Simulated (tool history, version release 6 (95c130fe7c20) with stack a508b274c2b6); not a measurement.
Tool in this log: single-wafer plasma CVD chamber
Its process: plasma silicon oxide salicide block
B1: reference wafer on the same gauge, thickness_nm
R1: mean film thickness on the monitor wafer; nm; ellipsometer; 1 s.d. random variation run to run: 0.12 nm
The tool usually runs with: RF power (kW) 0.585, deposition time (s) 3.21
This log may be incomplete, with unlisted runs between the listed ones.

Run 1, hour 0.0: usual settings but RF power (kW) 0.525; B1 28.691. Result: R1 29.279 nm.
Run 2, hour 58.6: usual settings but RF power (kW) 0.525; B1 28.697. Result: R1 29.840 nm.
Run 3, hour 122.6: usual settings but RF power (kW) 0.525; B1 28.682. Result: R1 29.796 nm.
Run 4, hour 155.5: usual settings; B1 28.697. Result: R1 30.489 nm.
Run 5, hour 214.6: usual settings; B1 28.707. Result: R1 30.453 nm.
Run 6, hour 263.2: usual settings; B1 28.707. Result: R1 30.619 nm.
Run 7, hour 325.9: usual settings; B1 28.699. Result: R1 30.613 nm.
Run 8, hour 375.5: usual settings; B1 28.680. Result: R1 30.217 nm.
Run 9, hour 431.7: usual settings; B1 28.683. Result: R1 30.089 nm.
Run 10, hour 472.0: usual settings; B1 28.689. Result: R1 30.422 nm.
Run 11, hour 496.3: usual settings; B1 28.716. Result: R1 30.304 nm.
Run 12, hour 528.8: usual settings; B1 28.732. Result: R1 30.355 nm.
Run 13, hour 556.4: usual settings; B1 28.719. Result: R1 30.128 nm.
Run 14, hour 596.2: usual settings; B1 28.700. Result: R1 30.395 nm.
Run 15, hour 650.9: usual settings; B1 28.666. Result: R1 30.295 nm.
Run 16, hour 684.6: usual settings; B1 28.698. Result: R1 30.185 nm.
Run 17, hour 732.4: usual settings; B1 28.717. Result: R1 30.376 nm.
Run 18, hour 781.6: usual settings; B1 28.697. Result: R1 29.986 nm.
Run 19, hour 850.7: usual settings; B1 28.682. Result: R1 30.300 nm.
Run 20, hour 891.3: usual settings but RF power (kW) 0.610; B1 28.683. Result: R1 30.366 nm.
Run 21, hour 916.5: usual settings but RF power (kW) 0.610; B1 28.703. Result: R1 30.296 nm.
Run 22, hour 979.4: usual settings but RF power (kW) 0.610; B1 28.702. Result: R1 30.377 nm.
Run 23, hour 1012.2: usual settings; B1 28.705. Result: R1 30.065 nm.
Run 24, hour 1080.8: usual settings; B1 28.698. Result: R1 30.263 nm.
Run 25, hour 1128.7: usual settings but RF power (kW) 0.690, deposition time (s) 3.48; B1 28.717. Result: R1 33.911 nm.
Run 26, hour 1174.0: usual settings but RF power (kW) 0.475; B1 28.712. Result: R1 28.565 nm.
Run 27, hour 1380.0: usual settings but RF power (kW) 0.520, deposition time (s) 2.79; B1 28.702. Result: R1 25.354 nm.
Run 28, hour 1430.2: usual settings but RF power (kW) 0.690, deposition time (s) 3.76; B1 28.702. Result: R1 36.702 nm.
Run 29, hour 1495.3: usual settings but RF power (kW) 0.630, deposition time (s) 3.84; B1 28.698. Result: R1 36.501 nm.
Run 30, hour 1565.7: usual settings but RF power (kW) 0.540, deposition time (s) 3.48; B1 28.684. Result: R1 31.969 nm.
Run 31, hour 1603.6: usual settings but deposition time (s) 3.85; B1 28.700. Result: R1 36.674 nm.
Run 32, hour 1634.0: usual settings but RF power (kW) 0.660, deposition time (s) 2.78; B1 28.704. Result: R1 27.249 nm.
Run 33, hour 1664.9: usual settings; B1 28.671. Result: R1 30.346 nm.
Run 34, hour 1713.2: usual settings but RF power (kW) 0.670, deposition time (s) 3.00; B1 28.712. Result: R1 29.110 nm.
Run 35, hour 1762.3: usual settings but RF power (kW) 0.685; B1 28.722. Result: R1 31.434 nm.
Run 36, hour 1807.9: usual settings but deposition time (s) 3.85; B1 28.688. Result: R1 36.421 nm.
Run 37, hour 1870.2: usual settings; B1 28.712. Result: R1 30.338 nm.
Run 38, hour 1901.9: usual settings but RF power (kW) 0.620, deposition time (s) 3.82; B1 28.710. Result: R1 36.370 nm.
Run 39, hour 1945.5: usual settings; B1 28.703. Result: R1 30.132 nm.
Run 40, hour 2004.2: usual settings but RF power (kW) 0.470, deposition time (s) 3.62; B1 28.703. Result: R1 32.475 nm.
Run 41, hour 2070.8: usual settings but RF power (kW) 0.610; B1 28.732. Result: R1 30.304 nm.
Run 42, hour 2122.8: usual settings but RF power (kW) 0.515; B1 28.693. Result: R1 29.326 nm.
Run 43, hour 2165.4: usual settings but RF power (kW) 0.525, deposition time (s) 3.44; B1 28.708. Result: R1 31.230 nm.
Run 44, hour 2197.7: usual settings; B1 28.694. Result: R1 30.061 nm.
Run 45, hour 2260.7: usual settings but RF power (kW) 0.670, deposition time (s) 3.60; B1 28.722. Result: R1 34.865 nm.

The log once held 4 entries between its listed runs, left out of this copy. Where does each go, and what is different about the tool's unlogged condition between the listed run before it and the listed run after it?
In the gap between runs 1 and 2: RF generator calibrated (hour 22.5)
  delivered RF power above the setpoint (%): -8.5 -> -1.2
  measured value less the no-hidden-state value, R1: -0.603 -> -0.083 nm
In the gap between runs 28 and 29: gauge calibrated (hour 1487.0)
  delivered RF power above the setpoint (%): -8.59 -> -8.64
  measured value less the no-hidden-state value, R1: -0.764 -> -0.764 nm
In the gap between runs 30 and 31: RF generator calibrated (hour 1581.9)
  delivered RF power above the setpoint (%): -8.69 -> -1.56
  measured value less the no-hidden-state value, R1: -0.674 -> -0.134 nm
In the gap between runs 33 and 34: showerhead replaced (hour 1678.1)
  delivered RF power above the setpoint (%): -2.57 -> -3.28
  measured value less the no-hidden-state value, R1: -0.184 -> -0.225 nm
